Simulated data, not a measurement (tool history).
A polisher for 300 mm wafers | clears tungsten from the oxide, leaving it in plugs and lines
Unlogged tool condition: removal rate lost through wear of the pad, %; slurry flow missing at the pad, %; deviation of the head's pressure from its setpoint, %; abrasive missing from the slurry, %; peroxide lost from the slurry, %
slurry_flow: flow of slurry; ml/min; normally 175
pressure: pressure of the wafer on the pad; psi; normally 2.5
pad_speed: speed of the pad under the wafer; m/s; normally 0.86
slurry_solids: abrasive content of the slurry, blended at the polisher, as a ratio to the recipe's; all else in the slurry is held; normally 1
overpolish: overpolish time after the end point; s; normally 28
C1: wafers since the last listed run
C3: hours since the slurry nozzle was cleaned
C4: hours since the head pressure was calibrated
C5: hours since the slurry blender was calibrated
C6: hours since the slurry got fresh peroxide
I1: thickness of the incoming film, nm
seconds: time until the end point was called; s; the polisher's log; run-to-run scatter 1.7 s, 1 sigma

{"run": 1, "hour": 0.0, "slurry_flow": 175, "pressure": 2.5, "pad_speed": 0.86, "slurry_solids": 1, "overpolish": 28, "C1": 0, "wafers polished on this pad": 520, "C3": 309, "C4": 726.2, "C5": 351.4, "C6": 38.2, "I1": 372, "seconds": 157.1}
{"run": 2, "hour": 7.3, "slurry_flow": 175, "pressure": 2.5, "pad_speed": 0.86, "slurry_solids": 1, "overpolish": 28, "C1": 47, "wafers polished on this pad": 567, "C3": 316.3, "C4": 733.5, "C5": 358.7, "C6": 45.5, "I1": 368.3, "seconds": 154.2}
{"run": 3, "hour": 17.6, "slurry_flow": 175, "pressure": 2.5, "pad_speed": 0.86, "slurry_solids": 1, "overpolish": 28, "C1": 66, "wafers polished on this pad": 633, "C3": 326.6, "C4": 743.8, "C5": 369, "C6": 55.8, "I1": 370.6, "seconds": 154.5}
{"run": 4, "hour": 33.2, "slurry_flow": 175, "pressure": 2.5, "pad_speed": 0.86, "slurry_solids": 1, "overpolish": 28, "C1": 100, "wafers polished on this pad": 734, "C3": 342.2, "C4": 759.4, "C5": 384.6, "C6": 71.4, "I1": 373, "seconds": 157.7}
{"run": 5, "hour": 40.2, "slurry_flow": 175, "pressure": 3, "pad_speed": 0.86, "slurry_solids": 1, "overpolish": 32, "C1": 45, "wafers polished on this pad": 779, "C3": 349.2, "C4": 766.4, "C5": 391.6, "C6": 78.4, "I1": 367.6, "seconds": 127.4}
{"hour": 73.3, "done": "slurry tank refilled with fresh slurry and peroxide"}
{"run": 6, "hour": 79.2, "slurry_flow": 175, "pressure": 3, "pad_speed": 0.86, "slurry_solids": 1, "overpolish": 32, "C1": 245, "wafers polished on this pad": 1025, "C3": 388.2, "C4": 805.4, "C5": 430.6, "C6": 5.9, "I1": 371.2, "seconds": 129.9}
{"hour": 89.9, "done": "slurry nozzle cleaned"}
{"run": 7, "hour": 93.9, "slurry_flow": 175, "pressure": 2.1, "pad_speed": 0.86, "slurry_solids": 1, "overpolish": 28, "C1": 88, "wafers polished on this pad": 1113, "C3": 4, "C4": 820.1, "C5": 445.3, "C6": 20.6, "I1": 365.9, "seconds": 181.5}
{"hour": 100.8, "done": "slurry blender recalibrated"}
{"hour": 104.8, "done": "head pressure recalibrated"}
{"run": 8, "hour": 110.1, "slurry_flow": 175, "pressure": 2.5, "pad_speed": 0.72, "slurry_solids": 1, "overpolish": 28, "C1": 78, "wafers polished on this pad": 1192, "C3": 20.2, "C4": 5.3, "C5": 9.3, "C6": 36.8, "I1": 370.4, "seconds": 170.7}
{"run": 9, "hour": 120.3, "slurry_flow": 175, "pressure": 2.5, "pad_speed": 0.86, "slurry_solids": 1, "overpolish": 41, "C1": 65, "wafers polished on this pad": 1258, "C3": 30.4, "C4": 15.5, "C5": 19.5, "C6": 47, "I1": 372.1, "seconds": 145.3}
{"hour": 131.7, "done": "worn pad replaced by a new one"}
{"run": 10, "hour": 134.2, "slurry_flow": 175, "pressure": 2.5, "pad_speed": 0.86, "slurry_solids": 1, "overpolish": 28, "C1": 63, "wafers polished on this pad": 15, "C3": 44.3, "C4": 29.4, "C5": 33.4, "C6": 60.9, "I1": 375.2, "seconds": 145.4}
{"run": 11, "hour": 150.9, "slurry_flow": 175, "pressure": 2.5, "pad_speed": 0.76, "slurry_solids": 1.1, "overpolish": 33, "C1": 107, "wafers polished on this pad": 123, "C3": 61, "C4": 46.1, "C5": 50.1, "C6": 77.6, "I1": 369.4, "seconds": 161.1}
{"run": 12, "hour": 163.7, "slurry_flow": 115, "pressure": 2.5, "pad_speed": 0.86, "slurry_solids": 0.7, "overpolish": 28, "C1": 82, "wafers polished on this pad": 206, "C3": 73.8, "C4": 58.9, "C5": 62.9, "C6": 90.4, "I1": 366.9, "seconds": 166.3}
{"run": 13, "hour": 171.8, "slurry_flow": 175, "pressure": 2.5, "pad_speed": 0.86, "slurry_solids": 1, "overpolish": 28, "C1": 52, "wafers polished on this pad": 258, "C3": 81.9, "C4": 67, "C5": 71, "C6": 98.5, "I1": 376.7, "seconds": 150.9}
{"run": 14, "hour": 178.8, "slurry_flow": 175, "pressure": 2.5, "pad_speed": 0.86, "slurry_solids": 1, "overpolish": 28, "C1": 45, "wafers polished on this pad": 303, "C3": 88.9, "C4": 74, "C5": 78, "C6": 105.5, "I1": 368.6, "seconds": 146.5}
{"run": 15, "hour": 185.3, "slurry_flow": 175, "pressure": 2.5, "pad_speed": 1.12, "slurry_solids": 0.9, "overpolish": 44, "C1": 41, "wafers polished on this pad": 345, "C3": 95.4, "C4": 80.5, "C5": 84.5, "C6": 112, "I1": 371.3, "seconds": 117}
{"hour": 192.3, "done": "slurry tank refilled with fresh slurry and peroxide"}
{"run": 16, "hour": 192.8, "slurry_flow": 175, "pressure": 2.5, "pad_speed": 0.86, "slurry_solids": 1, "overpolish": 28, "C1": 41, "wafers polished on this pad": 387, "C3": 102.9, "C4": 88, "C5": 92, "C6": 0.5, "I1": 362.1, "seconds": 145.2}
{"run": 17, "hour": 199.3, "slurry_flow": 155, "pressure": 1.9, "pad_speed": 0.86, "slurry_solids": 1, "overpolish": 16, "C1": 41, "wafers polished on this pad": 429, "C3": 109.4, "C4": 94.5, "C5": 98.5, "C6": 7, "I1": 365.4, "seconds": 198.2}
{"run": 18, "hour": 208.8, "slurry_flow": 175, "pressure": 2.5, "pad_speed": 0.62, "slurry_solids": 1.25, "overpolish": 28, "C1": 61, "wafers polished on this pad": 491, "C3": 118.9, "C4": 104, "C5": 108, "C6": 16.5, "I1": 365.3, "seconds": 191.1}
{"run": 19, "hour": 218.2, "slurry_flow": 175, "pressure": 2.5, "pad_speed": 0.86, "slurry_solids": 1, "overpolish": 33, "C1": 60, "wafers polished on this pad": 551, "C3": 128.3, "C4": 113.4, "C5": 117.4, "C6": 25.9, "I1": 375.9, "seconds": 155}
{"run": 20, "hour": 234.2, "slurry_flow": 175, "pressure": 1.9, "pad_speed": 0.86, "slurry_solids": 1, "overpolish": 14, "C1": 103, "wafers polished on this pad": 655, "C3": 144.3, "C4": 129.4, "C5": 133.4, "C6": 41.9, "I1": 369.7, "seconds": 198.1}
{"run": 21, "hour": 244.2, "slurry_flow": 230, "pressure": 2.5, "pad_speed": 0.86, "slurry_solids": 1, "overpolish": 28, "C1": 64, "wafers polished on this pad": 719, "C3": 154.3, "C4": 139.4, "C5": 143.4, "C6": 51.9, "I1": 365.7, "seconds": 144.1}
{"run": 22, "hour": 255.4, "slurry_flow": 205, "pressure": 2.5, "pad_speed": 0.86, "slurry_solids": 1, "overpolish": 28, "C1": 72, "wafers polished on this pad": 792, "C3": 165.5, "C4": 150.6, "C5": 154.6, "C6": 63.1, "I1": 365, "seconds": 146.9}
{"run": 23, "hour": 263.3, "slurry_flow": 120, "pressure": 2.8, "pad_speed": 0.86, "slurry_solids": 1, "overpolish": 28, "C1": 51, "wafers polished on this pad": 843, "C3": 173.4, "C4": 158.5, "C5": 162.5, "C6": 71, "I1": 369.4, "seconds": 140.4}
{"run": 24, "hour": 277.8, "slurry_flow": 175, "pressure": 2.5, "pad_speed": 0.86, "slurry_solids": 0.8, "overpolish": 42, "C1": 93, "wafers polished on this pad": 936, "C3": 187.9, "C4": 173, "C5": 177, "C6": 85.5, "I1": 370.2, "seconds": 158.3}
{"run": 25, "hour": 290.6, "slurry_flow": 175, "pressure": 2.5, "pad_speed": 0.74, "slurry_solids": 0.8, "overpolish": 28, "C1": 82, "wafers polished on this pad": 1019, "C3": 200.7, "C4": 185.8, "C5": 189.8, "C6": 98.3, "I1": 370.7, "seconds": 179.5}
{"hour": 302.6, "done": "slurry tank refilled with fresh slurry and peroxide"}
{"run": 26, "hour": 306.7, "slurry_flow": 175, "pressure": 2.5, "pad_speed": 0.86, "slurry_solids": 1, "overpolish": 28, "C1": 97, "wafers polished on this pad": 1116, "C3": 216.8, "C4": 201.9, "C5": 205.9, "C6": 4.1, "I1": 369.7, "seconds": 150.5}
{"run": 27, "hour": 314.2, "slurry_flow": 145, "pressure": 2.5, "pad_speed": 0.6, "slurry_solids": 1, "overpolish": 28, "C1": 48, "wafers polished on this pad": 1165, "C3": 224.3, "C4": 209.4, "C5": 213.4, "C6": 11.6, "I1": 362.6, "seconds": 215.7}

Selected run-to-run steps in seconds, each split into two signed amounts: the part the tool would show with no hidden state at all (from settings, incoming material and random variation), and the remainder, which goes to the hidden state together with any gauge scatter not common to the measured and the hidden-state-free results:
Run 6 -> 7: pressure 3 -> 2.1, overpolish 32 -> 28, slurry nozzle cleaned. seconds +51.6 s: hidden state +4.9, all else +46.7.
Run 7 -> 8: pressure 2.1 -> 2.5, pad_speed 0.86 -> 0.72, slurry blender recalibrated, head pressure recalibrated. seconds -10.8 s: hidden state -14.6, all else +3.8.
Run 20 -> 21: slurry_flow 175 -> 230, pressure 1.9 -> 2.5, overpolish 14 -> 28. seconds -54 s: hidden state -2.7, all else -51.3.
Run 26 -> 27: slurry_flow 175 -> 145, pad_speed 0.86 -> 0.6. seconds +65.2 s: hidden state +4.8, all else +60.4.
